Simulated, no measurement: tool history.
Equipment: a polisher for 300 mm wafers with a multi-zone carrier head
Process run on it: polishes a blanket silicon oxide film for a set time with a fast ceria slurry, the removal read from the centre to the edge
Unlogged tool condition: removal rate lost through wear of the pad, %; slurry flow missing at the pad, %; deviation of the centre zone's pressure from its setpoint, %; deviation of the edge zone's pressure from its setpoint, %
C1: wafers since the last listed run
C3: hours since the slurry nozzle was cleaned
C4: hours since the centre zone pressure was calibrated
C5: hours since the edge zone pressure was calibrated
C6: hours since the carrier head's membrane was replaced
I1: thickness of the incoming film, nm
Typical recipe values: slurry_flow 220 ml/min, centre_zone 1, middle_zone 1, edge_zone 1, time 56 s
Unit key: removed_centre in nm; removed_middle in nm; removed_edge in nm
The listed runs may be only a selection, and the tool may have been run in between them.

Run 1, hour 0: usual settings; C1 0; wafers polished on this pad 891; C3 24.4; C4 880.7; C5 280.5; C6 519.3; I1 1990.8. Result: removed_centre 595.4 nm, removed_middle 623.1 nm, removed_edge 653.5 nm.
Run 2, hour 36.3: usual settings; C1 264; wafers polished on this pad 1156; C3 60.7; C4 917; C5 316.8; C6 555.6; I1 1987. Result: removed_centre 581.9 nm, removed_middle 616.2 nm, removed_edge 649.9 nm.
At hour 83.2: worn pad replaced by a new one.
Run 3, hour 87.8: usual settings; C1 346; wafers polished on this pad 33; C3 112.2; C4 968.5; C5 368.3; C6 607.1; I1 1966.9. Result: removed_centre 569 nm, removed_middle 613.6 nm, removed_edge 627.3 nm.
At hour 124.2: carrier head's membrane replaced by a new one.
Run 4, hour 127.5: usual settings but middle_zone 1.04; C1 253; wafers polished on this pad 286; C3 151.9; C4 1008.2; C5 408; C6 3.3; I1 1992.2. Result: removed_centre 555.4 nm, removed_middle 611.4 nm, removed_edge 603.3 nm.
Run 5, hour 207.4: usual settings but middle_zone 1.04; C1 583; wafers polished on this pad 870; C3 231.8; C4 1088.1; C5 487.9; C6 83.2; I1 1942.6. Result: removed_centre 519.2 nm, removed_middle 586.2 nm, removed_edge 612.4 nm.
At hour 230.3: slurry nozzle cleaned.
At hour 273.4: worn pad replaced by a new one.
Run 6, hour 311.8: usual settings but middle_zone 1.04; C1 725; wafers polished on this pad 280; C3 81.5; C4 1192.5; C5 592.3; C6 187.6; I1 1961.5. Result: removed_centre 561.6 nm, removed_middle 638 nm, removed_edge 647.1 nm.
Run 7, hour 408.3: usual settings; C1 704; wafers polished on this pad 984; C3 178; C4 1289; C5 688.8; C6 284.1; I1 2000.6. Result: removed_centre 519.1 nm, removed_middle 590 nm, removed_edge 624.4 nm.
At hour 447.2: worn pad replaced by a new one.
Run 8, hour 476.9: usual settings but centre_zone 1.04; C1 471; wafers polished on this pad 216; C3 246.6; C4 1357.6; C5 757.4; C6 352.7; I1 1944.9. Result: removed_centre 522.8 nm, removed_middle 563.8 nm, removed_edge 583.9 nm.
At hour 508.6: slurry nozzle cleaned.
Run 9, hour 564: usual settings but centre_zone 1.05; C1 628; wafers polished on this pad 844; C3 55.4; C4 1444.7; C5 844.5; C6 439.8; I1 1989.6. Result: removed_centre 538.5 nm, removed_middle 620.1 nm, removed_edge 623.1 nm.

The next listed run, before its measurement:
At hour 571.2: centre zone pressure recalibrated.
At hour 626.4: worn pad replaced by a new one.
Run 10, hour 648.8: usual settings but slurry_flow 255 ml/min, middle_zone 0.96; C1 575; wafers polished on this pad 163; C3 140.2; C4 77.6; C5 929.3; C6 524.6; I1 1942.8. Result: removed_centre ?, removed_middle ?, removed_edge ?.

removed_centre: 610.2 nm
removed_middle: 583.8 nm
removed_edge: 631.6 nm
With no hidden state in the tool, this same run would have given removed_centre 659.2 nm, removed_middle 619 nm, removed_edge 659.8 nm.
